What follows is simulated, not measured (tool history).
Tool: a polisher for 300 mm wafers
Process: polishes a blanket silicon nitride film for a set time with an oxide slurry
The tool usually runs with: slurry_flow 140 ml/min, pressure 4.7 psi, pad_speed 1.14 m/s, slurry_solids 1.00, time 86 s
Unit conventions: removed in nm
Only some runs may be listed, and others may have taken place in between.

run    hour  slurry_flow  pressure  pad_speed  slurry_solids  time  incoming thickness of the incoming film, nm  removed
  1     0.0          140       4.7       1.32           1.00    86                                        485.6     98.8
  2    27.9          140       4.7       1.32           1.00    86                                        478.0     97.5
       68.2  -- head pressure recalibrated
       89.3  -- worn pad replaced by a new one
  3    89.8          140       4.7       1.32           1.00    86                                        483.2     95.9
      153.4  -- slurry blender recalibrated
  4   196.6          140       3.9       1.14           1.10    86                                        476.0     73.4
      215.3  -- conditioning disc replaced and pad reconditioned
  5   261.7          140       3.9       1.14           1.10    86                                        476.5     79.8
  6   293.9          140       5.7       1.14           0.80    86                                        488.1     95.8
      320.3  -- worn pad replaced by a new one
  7   320.8          140       4.7       1.14           1.00    86                                        472.0     88.2
      351.2  -- slurry nozzle cleaned
  8   376.8          140       4.7       1.14           1.00    86                                        485.3     86.8
      381.6  -- slurry blender recalibrated
      386.7  -- head pressure recalibrated
  9   421.6          140       4.7       1.14           1.00    86                                        478.5     85.3
 10   451.7          140       4.7       1.14           1.00    86                                        470.9     83.5
      458.7  -- conditioning disc replaced and pad reconditioned
      501.3  -- worn pad replaced by a new one
 11   504.5          140       4.7       1.14           1.00    86                                        475.3     89.3
 12   535.3          140       4.7       0.88           1.00    86                                        487.9     73.7
 13   584.7          140       5.9       1.14           1.00    86                                        476.0    105.7
      605.9  -- slurry blender recalibrated
 14   646.0          175       3.6       0.74           1.10    86                                        479.3     53.8
      685.0  -- worn pad replaced by a new one
      698.7  -- conditioning disc replaced and pad reconditioned
      710.6  -- head pressure recalibrated
 15   713.5          175       4.7       1.14           1.00   116                                        480.9    126.3
      722.9  -- slurry nozzle cleaned
 16   739.7          140       3.7       1.04           1.15    95                                        481.4     80.4
 17   780.4          100       4.7       1.50           1.00    86                                        482.0    100.8
      801.4  -- slurry blender recalibrated
 18   824.8          105       4.7       1.14           1.00    86                                        479.4     82.3
 19   863.6          140       4.7       1.14           1.00    86                                        469.9     86.3
      877.5  -- worn pad replaced by a new one
 20   906.2          140       4.3       1.28           1.30    86                                        475.8     93.4
 21   974.1          160       4.7       1.14           1.00   106                                        476.2    105.3
      998.2  -- conditioning disc replaced and pad reconditioned
 22  1002.4          140       4.7       1.14           1.00    78                                        488.8     83.0
     1037.0  -- slurry blender recalibrated
 23  1037.5          140       4.7       1.14           1.00    86                                        473.5     88.7

Here are 4 independent what-if runs from the current tool condition. What would each one return?
  A  1038.0          140       4.7       1.14           1.00    86                                        477.8        ?
  B  1038.0          170       3.9       1.14           1.20    86                                        477.8        ?
  C  1038.0          115       4.7       1.14           0.85    86                                        477.8        ?
  D  1038.0          140       4.7       1.00           1.00   108                                        477.8        ?

run  removed
  A     89.8
  B     85.2
  C     81.3
  D    101.8
Without the tool's hidden state the same runs would have given:
run  removed
  A     91.5
  B     86.7
  C     82.9
  D    103.5

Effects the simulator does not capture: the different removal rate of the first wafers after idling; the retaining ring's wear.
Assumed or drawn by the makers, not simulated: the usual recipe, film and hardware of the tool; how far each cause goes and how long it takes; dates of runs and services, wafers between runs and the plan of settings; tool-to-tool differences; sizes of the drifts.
